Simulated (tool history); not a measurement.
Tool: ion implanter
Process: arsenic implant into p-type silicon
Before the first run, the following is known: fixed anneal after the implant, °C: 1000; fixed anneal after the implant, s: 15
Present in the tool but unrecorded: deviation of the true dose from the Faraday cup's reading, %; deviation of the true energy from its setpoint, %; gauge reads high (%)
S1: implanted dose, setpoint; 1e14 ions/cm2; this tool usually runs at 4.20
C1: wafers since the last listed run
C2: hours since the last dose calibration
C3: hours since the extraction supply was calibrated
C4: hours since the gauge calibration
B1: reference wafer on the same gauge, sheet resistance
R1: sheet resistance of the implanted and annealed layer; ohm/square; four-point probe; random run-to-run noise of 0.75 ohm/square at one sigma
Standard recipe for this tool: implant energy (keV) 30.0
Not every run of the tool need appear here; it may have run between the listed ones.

{"run": 1, "hour": 0.0, "S1": 4.2, "implant energy (keV)": 30.0, "C1": 0, "C2": 494.7, "C3": 4887.6, "C4": 425.8, "B1": 203.07, "R1": 189.23}
{"run": 2, "hour": 25.8, "S1": 4.2, "implant energy (keV)": 30.0, "C1": 704, "C2": 520.5, "C3": 4913.4, "C4": 451.6, "B1": 202.99, "R1": 190.93}
{"run": 3, "hour": 42.7, "S1": 4.2, "implant energy (keV)": 30.0, "C1": 461, "C2": 537.4, "C3": 4930.3, "C4": 468.5, "B1": 202.97, "R1": 191.34}
{"run": 4, "hour": 76.6, "S1": 4.2, "implant energy (keV)": 32.5, "C1": 926, "C2": 571.3, "C3": 4964.2, "C4": 502.4, "B1": 203.06, "R1": 188.08}
{"run": 5, "hour": 107.2, "S1": 4.2, "implant energy (keV)": 32.5, "C1": 836, "C2": 601.9, "C3": 4994.8, "C4": 533.0, "B1": 203.07, "R1": 188.11}
{"run": 6, "hour": 138.9, "S1": 4.2, "implant energy (keV)": 30.0, "C1": 866, "C2": 633.6, "C3": 5026.5, "C4": 564.7, "B1": 202.97, "R1": 190.52}
{"run": 7, "hour": 169.9, "S1": 4.2, "implant energy (keV)": 30.0, "C1": 846, "C2": 664.6, "C3": 5057.5, "C4": 595.7, "B1": 202.71, "R1": 190.18}
{"run": 8, "hour": 187.1, "S1": 4.2, "implant energy (keV)": 30.0, "C1": 469, "C2": 681.8, "C3": 5074.7, "C4": 612.9, "B1": 202.89, "R1": 190.68}
{"run": 9, "hour": 259.5, "S1": 4.2, "implant energy (keV)": 30.0, "C1": 1978, "C2": 754.2, "C3": 5147.1, "C4": 685.3, "B1": 203.27, "R1": 190.15}
{"run": 10, "hour": 291.3, "S1": 4.2, "implant energy (keV)": 30.0, "C1": 868, "C2": 786.0, "C3": 5178.9, "C4": 717.1, "B1": 202.95, "R1": 189.84}
{"run": 11, "hour": 314.5, "S1": 4.2, "implant energy (keV)": 30.0, "C1": 633, "C2": 809.2, "C3": 5202.1, "C4": 740.3, "B1": 202.93, "R1": 189.27}
{"hour": 328.0, "done": "Faraday cup replaced and dose calibrated"}
{"run": 12, "hour": 341.7, "S1": 4.2, "implant energy (keV)": 30.0, "C1": 524, "C2": 13.7, "C3": 5229.3, "C4": 767.5, "B1": 203.11, "R1": 197.04}
{"run": 13, "hour": 374.6, "S1": 4.2, "implant energy (keV)": 30.0, "C1": 898, "C2": 46.6, "C3": 5262.2, "C4": 800.4, "B1": 203.0, "R1": 196.72}
{"run": 14, "hour": 410.0, "S1": 4.2, "implant energy (keV)": 30.0, "C1": 967, "C2": 82.0, "C3": 5297.6, "C4": 835.8, "B1": 203.05, "R1": 194.72}
{"run": 15, "hour": 440.6, "S1": 3.38, "implant energy (keV)": 38.5, "C1": 836, "C2": 112.6, "C3": 5328.2, "C4": 866.4, "B1": 203.0, "R1": 220.1}
{"run": 16, "hour": 460.5, "S1": 4.2, "implant energy (keV)": 37.5, "C1": 543, "C2": 132.5, "C3": 5348.1, "C4": 886.3, "B1": 202.85, "R1": 188.53}
{"run": 17, "hour": 473.7, "S1": 4.71, "implant energy (keV)": 30.0, "C1": 360, "C2": 145.7, "C3": 5361.3, "C4": 899.5, "B1": 203.16, "R1": 178.87}
{"run": 18, "hour": 532.7, "S1": 5.13, "implant energy (keV)": 26.0, "C1": 1611, "C2": 204.7, "C3": 5420.3, "C4": 958.5, "B1": 202.89, "R1": 169.51}
{"run": 19, "hour": 563.4, "S1": 3.34, "implant energy (keV)": 27.5, "C1": 838, "C2": 235.4, "C3": 5451.0, "C4": 989.2, "B1": 203.04, "R1": 231.99}
{"run": 20, "hour": 591.3, "S1": 5.13, "implant energy (keV)": 26.0, "C1": 762, "C2": 263.3, "C3": 5478.9, "C4": 1017.1, "B1": 202.95, "R1": 168.77}
{"hour": 602.4, "done": "gauge calibrated"}
{"run": 21, "hour": 618.6, "S1": 4.2, "implant energy (keV)": 30.0, "C1": 745, "C2": 290.6, "C3": 5506.2, "C4": 16.2, "B1": 202.94, "R1": 191.53}
{"hour": 639.8, "done": "extraction supply calibrated"}
{"run": 22, "hour": 644.5, "S1": 3.14, "implant energy (keV)": 30.0, "C1": 489, "C2": 316.5, "C3": 4.7, "C4": 42.1, "B1": 202.95, "R1": 238.13}
{"run": 23, "hour": 670.4, "S1": 3.04, "implant energy (keV)": 36.0, "C1": 707, "C2": 342.4, "C3": 30.6, "C4": 68.0, "B1": 203.13, "R1": 236.89}
{"run": 24, "hour": 688.1, "S1": 4.2, "implant energy (keV)": 35.5, "C1": 483, "C2": 360.1, "C3": 48.3, "C4": 85.7, "B1": 203.06, "R1": 186.57}
{"run": 25, "hour": 722.9, "S1": 5.11, "implant energy (keV)": 30.0, "C1": 950, "C2": 394.9, "C3": 83.1, "C4": 120.5, "B1": 203.04, "R1": 164.58}
{"run": 26, "hour": 747.5, "S1": 3.8, "implant energy (keV)": 39.0, "C1": 672, "C2": 419.5, "C3": 107.7, "C4": 145.1, "B1": 203.02, "R1": 196.84}
{"run": 27, "hour": 772.9, "S1": 3.1, "implant energy (keV)": 38.5, "C1": 693, "C2": 444.9, "C3": 133.1, "C4": 170.5, "B1": 202.83, "R1": 229.82}
{"run": 28, "hour": 807.6, "S1": 3.68, "implant energy (keV)": 33.0, "C1": 948, "C2": 479.6, "C3": 167.8, "C4": 205.2, "B1": 202.91, "R1": 207.97}
{"run": 29, "hour": 825.9, "S1": 4.2, "implant energy (keV)": 30.0, "C1": 499, "C2": 497.9, "C3": 186.1, "C4": 223.5, "B1": 203.11, "R1": 189.79}
{"run": 30, "hour": 852.0, "S1": 3.72, "implant energy (keV)": 40.0, "C1": 713, "C2": 524.0, "C3": 212.2, "C4": 249.6, "B1": 202.99, "R1": 199.88}
{"run": 31, "hour": 884.0, "S1": 3.54, "implant energy (keV)": 36.5, "C1": 874, "C2": 556.0, "C3": 244.2, "C4": 281.6, "B1": 202.97, "R1": 210.21}
{"run": 32, "hour": 901.1, "S1": 4.2, "implant energy (keV)": 30.0, "C1": 467, "C2": 573.1, "C3": 261.3, "C4": 298.7, "B1": 202.76, "R1": 189.49}
{"run": 33, "hour": 916.7, "S1": 2.99, "implant energy (keV)": 24.5, "C1": 426, "C2": 588.7, "C3": 276.9, "C4": 314.3, "B1": 202.95, "R1": 253.69}

Consider 5 possible next runs. They are alternatives, not a sequence: every one starts from the tool as it was left by run 33. What does each give?
{"run": "A", "hour": 917.1, "S1": 4.67, "implant energy (keV)": 30.0, "C1": 10, "C2": 589.1, "C3": 277.3, "C4": 314.7, "B1": "?", "R1": "?"}
{"run": "B", "hour": 917.1, "S1": 3.63, "implant energy (keV)": 38.0, "C1": 10, "C2": 589.1, "C3": 277.3, "C4": 314.7, "B1": "?", "R1": "?"}
{"run": "C", "hour": 917.1, "S1": 4.2, "implant energy (keV)": 38.5, "C1": 10, "C2": 589.1, "C3": 277.3, "C4": 314.7, "B1": "?", "R1": "?"}
{"run": "D", "hour": 917.1, "S1": 5.25, "implant energy (keV)": 21.0, "C1": 10, "C2": 589.1, "C3": 277.3, "C4": 314.7, "B1": "?", "R1": "?"}
{"run": "E", "hour": 917.1, "S1": 4.77, "implant energy (keV)": 34.5, "C1": 10, "C2": 589.1, "C3": 277.3, "C4": 314.7, "B1": "?", "R1": "?"}

run=A B1=203.09 R1=175.48
run=B B1=203.09 R1=204.66
run=C B1=203.09 R1=183.03
run=D B1=203.09 R1=170.43
run=E B1=203.09 R1=169.03
The same runs, with their run-to-run variation unchanged, on a tool lacking any hidden condition would have given:
run=A R1=182.18
run=B R1=212.51
run=C R1=190.11
run=D R1=176.54
run=E R1=175.56

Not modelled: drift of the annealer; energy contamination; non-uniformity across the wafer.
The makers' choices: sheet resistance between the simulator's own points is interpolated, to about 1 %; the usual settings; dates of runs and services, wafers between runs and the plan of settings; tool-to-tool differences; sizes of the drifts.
